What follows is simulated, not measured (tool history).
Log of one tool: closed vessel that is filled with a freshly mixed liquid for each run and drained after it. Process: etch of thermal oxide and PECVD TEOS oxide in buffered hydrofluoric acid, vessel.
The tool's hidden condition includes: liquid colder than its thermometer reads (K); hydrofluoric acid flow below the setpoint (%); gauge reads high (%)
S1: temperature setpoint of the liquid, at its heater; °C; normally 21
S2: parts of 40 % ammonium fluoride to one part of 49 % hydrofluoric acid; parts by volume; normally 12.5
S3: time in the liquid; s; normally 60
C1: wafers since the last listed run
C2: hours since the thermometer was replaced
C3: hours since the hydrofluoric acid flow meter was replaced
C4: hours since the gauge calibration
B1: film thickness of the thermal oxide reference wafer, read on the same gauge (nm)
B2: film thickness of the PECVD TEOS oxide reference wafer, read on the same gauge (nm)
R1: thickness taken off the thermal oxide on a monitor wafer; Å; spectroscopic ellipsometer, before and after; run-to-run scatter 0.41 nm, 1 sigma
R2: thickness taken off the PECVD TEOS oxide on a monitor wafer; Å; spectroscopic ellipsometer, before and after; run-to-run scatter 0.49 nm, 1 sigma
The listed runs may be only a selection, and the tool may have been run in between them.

run,hour,S1,S2,S3,C1,C2,C3,C4,B1,B2,R1,R2
1,0,21,12.5,60,0,595.9,2160.7,243.5,100,50,400.4,628.3
2,31.9,21,12.5,50,3505,627.8,2192.6,275.4,100.02,49.96,339.8,520.5
3,66,21,12.5,50,3747,661.9,2226.7,309.5,100.01,50.03,335.1,525.4
4,80.6,21,12.5,70,1604,676.5,2241.3,324.1,100,50.02,473.3,735.9
5,110.7,18.5,12.5,60,3308,706.6,2271.4,354.2,100,49.96,353,539.7
6,131.4,18.5,12.5,60,2274,727.3,2292.1,374.9,99.99,50,353.8,541.3
7,157.2,21,12.5,75,2835,753.1,2317.9,400.7,99.97,49.98,504.1,781.6
8,193,21,12.5,75,3934,788.9,2353.7,436.5,100.02,49.98,504.3,787.6
9,213,21,12.5,75,2198,808.9,2373.7,456.5,99.99,49.99,507.3,778.8
10,242.9,21,16.5,60,3286,838.8,2403.6,486.4,100.01,50.02,304.4,477.1
11,278.7,18.5,12.5,60,3934,874.6,2439.4,522.2,99.99,49.98,353.1,541.1
# hour 287.3: thermometer replaced
# hour 289.4: hydrofluoric acid flow meter replaced
12,311.5,21,16,60,3384,24.2,22.1,555,100,49.99,358.2,556.1
13,332.2,25.5,12.5,30,2274,44.9,42.8,575.7,99.99,50.02,295,452.2
14,364.7,21,7.5,60,3571,77.4,75.3,608.2,99.99,50,742.2,1149.8
# hour 372.4: gauge calibrated
15,400.2,21,17,60,3901,112.9,110.8,27.8,99.96,49.99,339.5,524.2
16,424.8,21,15,60,2703,137.5,135.4,52.4,100.03,50.05,389.7,593.3
17,444.5,21,10.5,60,2165,157.2,155.1,72.1,99.98,49.99,533.2,837.8
18,459.8,21,16.5,40,1681,172.5,170.4,87.4,100.01,50.01,228.6,356.1
19,547.5,21,12.5,60,9638,260.2,258.1,175.1,100,49.99,456.1,703.8
20,574.9,21,12.5,60,3011,287.6,285.5,202.5,99.99,49.99,453.5,694.9
21,601,21,12.5,60,2868,313.7,311.6,228.6,100.02,50.02,451.5,702.9
22,629.9,21,12.5,60,3176,342.6,340.5,257.5,99.99,50.02,452.4,696.8
23,659.2,17,8.5,35,3220,371.9,369.8,286.8,99.98,49.98,290.3,453.3
24,690.2,17,14,40,3406,402.9,400.8,317.8,99.99,50.02,211.2,330.2
25,710.6,24,8.5,60,2241,423.3,421.2,338.2,99.99,49.98,745.3,1161.9
26,740.9,25.5,11,85,3330,453.6,451.5,368.5,99.99,50.04,938.8,1436.7

What if the next run were any one of these 4? Each begins from the tool's condition after run 26:
A,741.6,21,12.5,60,76,454.3,452.2,369.2,?,?,?,?
B,741.6,17,12.5,75,76,454.3,452.2,369.2,?,?,?,?
C,741.6,25.5,12.5,90,76,454.3,452.2,369.2,?,?,?,?
D,741.6,25.5,14.5,60,76,454.3,452.2,369.2,?,?,?,?

run,B1,B2,R1,R2
A,100.04,50,452.5,698
B,100.04,50,451.4,696.2
C,100.04,50,868.8,1340
D,100.04,50,500.8,772.3
Without the tool's hidden state the same runs would have given:
run,R1,R2
A,471.1,726.6
B,469.9,724.8
C,904.4,1394.9
D,521.3,804.1
